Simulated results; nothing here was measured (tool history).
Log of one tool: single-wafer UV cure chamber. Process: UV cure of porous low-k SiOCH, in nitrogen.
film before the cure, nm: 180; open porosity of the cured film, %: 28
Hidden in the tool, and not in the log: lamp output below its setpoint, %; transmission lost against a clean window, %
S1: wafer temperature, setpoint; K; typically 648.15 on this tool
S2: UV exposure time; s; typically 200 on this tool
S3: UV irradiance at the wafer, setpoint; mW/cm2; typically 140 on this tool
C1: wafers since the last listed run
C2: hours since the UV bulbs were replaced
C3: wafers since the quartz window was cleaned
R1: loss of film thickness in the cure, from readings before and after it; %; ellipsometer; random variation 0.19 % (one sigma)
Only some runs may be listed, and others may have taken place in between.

run,hour,S1,S2,S3,C1,C2,C3,R1
1,0.0,648.15,200,140,0,1079.0,862,13.330
2,13.8,644.15,200,140,128,1092.8,990,13.211
3,26.3,644.15,200,140,116,1105.3,1107,13.458
4,36.4,644.15,200,140,93,1115.4,1200,12.960
5,45.4,656.15,200,140,83,1124.4,1284,13.465
6,52.5,648.15,155,140,65,1131.5,1350,11.953
7,64.3,648.15,155,140,109,1143.3,1459,12.388
8,71.4,648.15,200,140,65,1150.4,1525,13.186
9,86.4,648.15,200,140,139,1165.4,1664,12.992
10,92.8,648.15,200,140,59,1171.8,1724,12.833
11,110.7,648.15,200,140,166,1189.7,1890,12.986
12,116.8,644.15,200,140,56,1195.8,1947,13.261
13,128.3,658.15,200,140,106,1207.3,2053,13.265
14,143.7,630.15,170,173,142,1222.7,2196,12.814
# hour 156.0: quartz window cleaned
15,160.9,630.15,295,154,85,1239.9,45,15.941
# hour 172.4: UV bulbs replaced
16,177.3,648.15,240,140,77,4.9,123,14.651
17,186.8,648.15,200,140,88,14.4,211,13.799
18,202.0,640.15,90,112,141,29.6,352,8.679
19,219.9,664.15,150,151,166,47.5,518,12.616
20,273.2,633.15,285,140,494,100.8,1013,14.696
21,282.2,631.15,160,124,83,109.8,1096,11.321
22,293.7,648.15,110,122,106,121.3,1203,9.948
23,301.7,635.15,270,140,74,129.3,1277,14.727

5 ways to go on from here, each from the tool as it stands after run 23. What would each give?
A,302.2,648.15,280,140,4,129.8,1282,?
B,302.2,633.15,200,177,4,129.8,1282,?
C,302.2,663.15,200,152,4,129.8,1282,?
D,302.2,635.15,200,140,4,129.8,1282,?
E,302.2,648.15,305,140,4,129.8,1282,?

run,R1
A,14.836
B,14.018
C,13.881
D,12.920
E,15.262
Without the tool's hidden state the same runs would have given:
run,R1
A,15.794
B,14.966
C,14.827
D,13.850
E,16.224
